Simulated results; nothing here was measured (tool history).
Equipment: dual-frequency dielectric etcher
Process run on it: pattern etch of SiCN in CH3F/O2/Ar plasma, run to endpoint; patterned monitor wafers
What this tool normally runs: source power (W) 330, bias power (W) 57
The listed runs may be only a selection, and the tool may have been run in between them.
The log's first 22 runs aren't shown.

| run | hour | source power (W) | bias power (W) | incoming incoming film thickness, nm | endpoint time (s) |
|---|---|---|---|---|---|
| 23 | 600.8 | 300 | 43 | 8.86 | 31.6 |
| 24 | 619.0 | 330 | 52 | 8.84 | 28.3 |
| 25 | 643.2 | 330 | 63 | 8.78 | 26.6 |
| 26 | 664.8 | 330 | 57 | 8.84 | 27.8 |
|  | 698.3 | wet clean of the chamber |
| 27 | 698.8 | 360 | 67 | 8.75 | 24.8 |
| 28 | 708.0 | 330 | 57 | 8.79 | 26.9 |
| 29 | 725.7 | 330 | 57 | 8.81 | 27.1 |
| 30 | 743.3 | 380 | 65 | 8.81 | 24.6 |
| 31 | 764.9 | 330 | 57 | 8.80 | 27.1 |
| 32 | 789.3 | 360 | 64 | 8.66 | 25.0 |
| 33 | 810.7 | 260 | 48 | 8.83 | 31.7 |
| 34 | 836.5 | 330 | 57 | 8.88 | 27.7 |
| 35 | 860.3 | 330 | 57 | 8.80 | 27.4 |

Here are 4 independent what-if runs from the current tool condition. What would each one return?
| A | 860.7 | 380 | 57 | 8.77 | ? |
| B | 860.7 | 330 | 69 | 8.77 | ? |
| C | 860.7 | 280 | 44 | 8.77 | ? |
| D | 860.7 | 300 | 57 | 8.77 | ? |

| run | endpoint time (s) |
|---|---|
| A | 25.8 |
| B | 25.5 |
| C | 31.4 |
| D | 28.2 |
What these runs would have given with no unlogged condition in the tool:
| run | endpoint time (s) |
|---|---|
| A | 25.6 |
| B | 25.3 |
| C | 31.1 |
| D | 28.0 |
